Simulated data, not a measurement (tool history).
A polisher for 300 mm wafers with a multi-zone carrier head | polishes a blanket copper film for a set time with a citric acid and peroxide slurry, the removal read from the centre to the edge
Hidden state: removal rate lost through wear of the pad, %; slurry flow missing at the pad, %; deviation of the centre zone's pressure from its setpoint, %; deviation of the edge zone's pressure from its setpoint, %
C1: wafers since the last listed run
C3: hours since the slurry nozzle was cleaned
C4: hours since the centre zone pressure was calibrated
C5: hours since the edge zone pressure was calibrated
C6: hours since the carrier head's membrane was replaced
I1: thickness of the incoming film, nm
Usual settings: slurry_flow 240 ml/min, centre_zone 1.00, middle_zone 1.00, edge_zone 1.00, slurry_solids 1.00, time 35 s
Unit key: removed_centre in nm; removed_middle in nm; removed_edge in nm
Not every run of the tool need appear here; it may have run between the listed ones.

run 1 hour=0.0 | slurry_flow=240 centre_zone=1.00 middle_zone=1.00 edge_zone=1.00 slurry_solids=1.00 time=35 | C1=0 wafers_polished_on_this_pad=38 C3=490.3 C4=413.4 C5=16.6 C6=792.1 | I1=821.8 | removed_centre=86.8 removed_middle=95.4 removed_edge=94.1
-- hour=3.1 centre zone pressure recalibrated
run 2 hour=12.2 | slurry_flow=240 centre_zone=1.00 middle_zone=1.00 edge_zone=1.00 slurry_solids=1.00 time=35 | C1=75 wafers_polished_on_this_pad=113 C3=502.5 C4=9.1 C5=28.8 C6=804.3 | I1=801.9 | removed_centre=87.3 removed_middle=92.4 removed_edge=93.3
run 3 hour=29.1 | slurry_flow=240 centre_zone=1.00 middle_zone=1.00 edge_zone=1.00 slurry_solids=0.90 time=35 | C1=124 wafers_polished_on_this_pad=237 C3=519.4 C4=26.0 C5=45.7 C6=821.2 | I1=811.6 | removed_centre=82.3 removed_middle=88.3 removed_edge=88.4
run 4 hour=43.2 | slurry_flow=175 centre_zone=1.05 middle_zone=1.00 edge_zone=0.93 slurry_solids=1.00 time=35 | C1=103 wafers_polished_on_this_pad=341 C3=533.5 C4=40.1 C5=59.8 C6=835.3 | I1=817.4 | removed_centre=65.0 removed_middle=67.0 removed_edge=75.3
run 5 hour=53.1 | slurry_flow=215 centre_zone=1.00 middle_zone=1.00 edge_zone=0.95 slurry_solids=1.00 time=31 | C1=72 wafers_polished_on_this_pad=414 C3=543.4 C4=50.0 C5=69.7 C6=845.2 | I1=837.1 | removed_centre=65.3 removed_middle=70.7 removed_edge=74.7
-- hour=60.4 slurry nozzle cleaned
run 6 hour=64.9 | slurry_flow=240 centre_zone=1.00 middle_zone=0.91 edge_zone=0.95 slurry_solids=0.85 time=35 | C1=79 wafers_polished_on_this_pad=493 C3=4.5 C4=61.8 C5=81.5 C6=857.0 | I1=828.3 | removed_centre=97.9 removed_middle=92.2 removed_edge=97.7
run 7 hour=72.4 | slurry_flow=185 centre_zone=1.00 middle_zone=1.09 edge_zone=1.00 slurry_solids=1.00 time=35 | C1=55 wafers_polished_on_this_pad=549 C3=12.0 C4=69.3 C5=89.0 C6=864.5 | I1=816.7 | removed_centre=92.5 removed_middle=101.1 removed_edge=97.4
run 8 hour=88.1 | slurry_flow=185 centre_zone=0.97 middle_zone=1.00 edge_zone=1.00 slurry_solids=1.00 time=35 | C1=115 wafers_polished_on_this_pad=664 C3=27.7 C4=85.0 C5=104.7 C6=880.2 | I1=824.2 | removed_centre=89.7 removed_middle=95.3 removed_edge=96.3
run 9 hour=104.1 | slurry_flow=175 centre_zone=1.00 middle_zone=1.00 edge_zone=1.06 slurry_solids=1.00 time=35 | C1=117 wafers_polished_on_this_pad=782 C3=43.7 C4=101.0 C5=120.7 C6=896.2 | I1=819.6 | removed_centre=92.5 removed_middle=94.9 removed_edge=97.1
-- hour=111.5 carrier head's membrane replaced by a new one
run 10 hour=115.0 | slurry_flow=240 centre_zone=1.00 middle_zone=1.00 edge_zone=1.00 slurry_solids=1.00 time=35 | C1=43 wafers_polished_on_this_pad=825 C3=54.6 C4=111.9 C5=131.6 C6=3.5 | I1=810.9 | removed_centre=102.2 removed_middle=105.0 removed_edge=101.7
run 11 hour=121.9 | slurry_flow=305 centre_zone=1.00 middle_zone=0.95 edge_zone=1.11 slurry_solids=1.15 time=35 | C1=50 wafers_polished_on_this_pad=876 C3=61.5 C4=118.8 C5=138.5 C6=10.4 | I1=809.1 | removed_centre=110.4 removed_middle=109.6 removed_edge=114.3
run 12 hour=132.7 | slurry_flow=290 centre_zone=1.00 middle_zone=0.96 edge_zone=1.00 slurry_solids=1.00 time=35 | C1=79 wafers_polished_on_this_pad=955 C3=72.3 C4=129.6 C5=149.3 C6=21.2 | I1=835.5 | removed_centre=106.7 removed_middle=106.1 removed_edge=105.3
run 13 hour=139.0 | slurry_flow=240 centre_zone=1.03 middle_zone=1.00 edge_zone=0.93 slurry_solids=1.00 time=42 | C1=46 wafers_polished_on_this_pad=1002 C3=78.6 C4=135.9 C5=155.6 C6=27.5 | I1=817.4 | removed_centre=127.0 removed_middle=126.4 removed_edge=121.0
run 14 hour=149.0 | slurry_flow=240 centre_zone=1.00 middle_zone=1.06 edge_zone=1.07 slurry_solids=1.00 time=28 | C1=73 wafers_polished_on_this_pad=1075 C3=88.6 C4=145.9 C5=165.6 C6=37.5 | I1=816.1 | removed_centre=81.6 removed_middle=88.6 removed_edge=83.9
run 15 hour=155.5 | slurry_flow=290 centre_zone=1.00 middle_zone=1.00 edge_zone=1.00 slurry_solids=0.90 time=35 | C1=47 wafers_polished_on_this_pad=1123 C3=95.1 C4=152.4 C5=172.1 C6=44.0 | I1=827.0 | removed_centre=101.7 removed_middle=104.8 removed_edge=102.4
-- hour=165.0 worn pad replaced by a new one
run 16 hour=171.8 | slurry_flow=240 centre_zone=1.03 middle_zone=1.00 edge_zone=1.00 slurry_solids=1.00 time=44 | C1=90 wafers_polished_on_this_pad=49 C3=111.4 C4=168.7 C5=188.4 C6=60.3 | I1=807.1 | removed_centre=130.2 removed_middle=130.7 removed_edge=128.8
run 17 hour=185.0 | slurry_flow=240 centre_zone=1.00 middle_zone=1.00 edge_zone=1.00 slurry_solids=1.00 time=35 | C1=97 wafers_polished_on_this_pad=146 C3=124.6 C4=181.9 C5=201.6 C6=73.5 | I1=834.1 | removed_centre=102.4 removed_middle=104.2 removed_edge=103.0
run 18 hour=191.6 | slurry_flow=240 centre_zone=0.89 middle_zone=1.00 edge_zone=0.91 slurry_solids=0.85 time=35 | C1=48 wafers_polished_on_this_pad=195 C3=131.2 C4=188.5 C5=208.2 C6=80.1 | I1=819.9 | removed_centre=88.5 removed_middle=99.1 removed_edge=95.5
run 19 hour=205.4 | slurry_flow=205 centre_zone=1.04 middle_zone=1.05 edge_zone=1.00 slurry_solids=1.00 time=35 | C1=101 wafers_polished_on_this_pad=296 C3=145.0 C4=202.3 C5=222.0 C6=93.9 | I1=814.2 | removed_centre=99.3 removed_middle=105.9 removed_edge=98.7
run 20 hour=218.4 | slurry_flow=240 centre_zone=1.00 middle_zone=1.00 edge_zone=1.00 slurry_solids=1.00 time=35 | C1=95 wafers_polished_on_this_pad=392 C3=158.0 C4=215.3 C5=235.0 C6=106.9 | I1=810.5 | removed_centre=102.9 removed_middle=105.6 removed_edge=102.2
run 21 hour=242.9 | slurry_flow=240 centre_zone=1.00 middle_zone=0.96 edge_zone=1.00 slurry_solids=1.00 time=35 | C1=180 wafers_polished_on_this_pad=572 C3=182.5 C4=239.8 C5=259.5 C6=131.4 | I1=808.3 | removed_centre=99.8 removed_middle=100.2 removed_edge=102.0
run 22 hour=256.4 | slurry_flow=240 centre_zone=1.00 middle_zone=1.00 edge_zone=1.00 slurry_solids=0.90 time=35 | C1=99 wafers_polished_on_this_pad=672 C3=196.0 C4=253.3 C5=273.0 C6=144.9 | I1=808.7 | removed_centre=96.5 removed_middle=101.4 removed_edge=99.5
run 23 hour=264.9 | slurry_flow=240 centre_zone=1.00 middle_zone=1.00 edge_zone=1.00 slurry_solids=0.70 time=45 | C1=62 wafers_polished_on_this_pad=734 C3=204.5 C4=261.8 C5=281.5 C6=153.4 | I1=823.4 | removed_centre=118.1 removed_middle=122.1 removed_edge=118.6

3 ways to go on from here, each from the tool as it stands after run 23. What would each give?
run A hour=265.3 | slurry_flow=240 centre_zone=1.00 middle_zone=1.00 edge_zone=1.09 slurry_solids=1.00 time=35 | C1=2 wafers_polished_on_this_pad=737 C3=204.9 C4=262.2 C5=281.9 C6=153.8 | I1=826.9 | removed_centre=? removed_middle=? removed_edge=?
run B hour=265.3 | slurry_flow=240 centre_zone=1.00 middle_zone=1.00 edge_zone=1.00 slurry_solids=0.75 time=35 | C1=2 wafers_polished_on_this_pad=737 C3=204.9 C4=262.2 C5=281.9 C6=153.8 | I1=826.9 | removed_centre=? removed_middle=? removed_edge=?
run C hour=265.3 | slurry_flow=285 centre_zone=1.00 middle_zone=0.94 edge_zone=1.00 slurry_solids=1.00 time=26 | C1=2 wafers_polished_on_this_pad=737 C3=204.9 C4=262.2 C5=281.9 C6=153.8 | I1=826.9 | removed_centre=? removed_middle=? removed_edge=?

run=A removed_centre=99.1 removed_middle=101.3 removed_edge=105.1
run=B removed_centre=91.8 removed_middle=93.8 removed_edge=94.5
run=C removed_centre=76.5 removed_middle=74.7 removed_edge=77.8
What these runs would have given with no unlogged condition in the tool:
run=A removed_centre=102.4 removed_middle=104.3 removed_edge=107.4
run=B removed_centre=94.8 removed_middle=96.6 removed_edge=96.5
run=C removed_centre=78.5 removed_middle=76.4 removed_edge=79.1
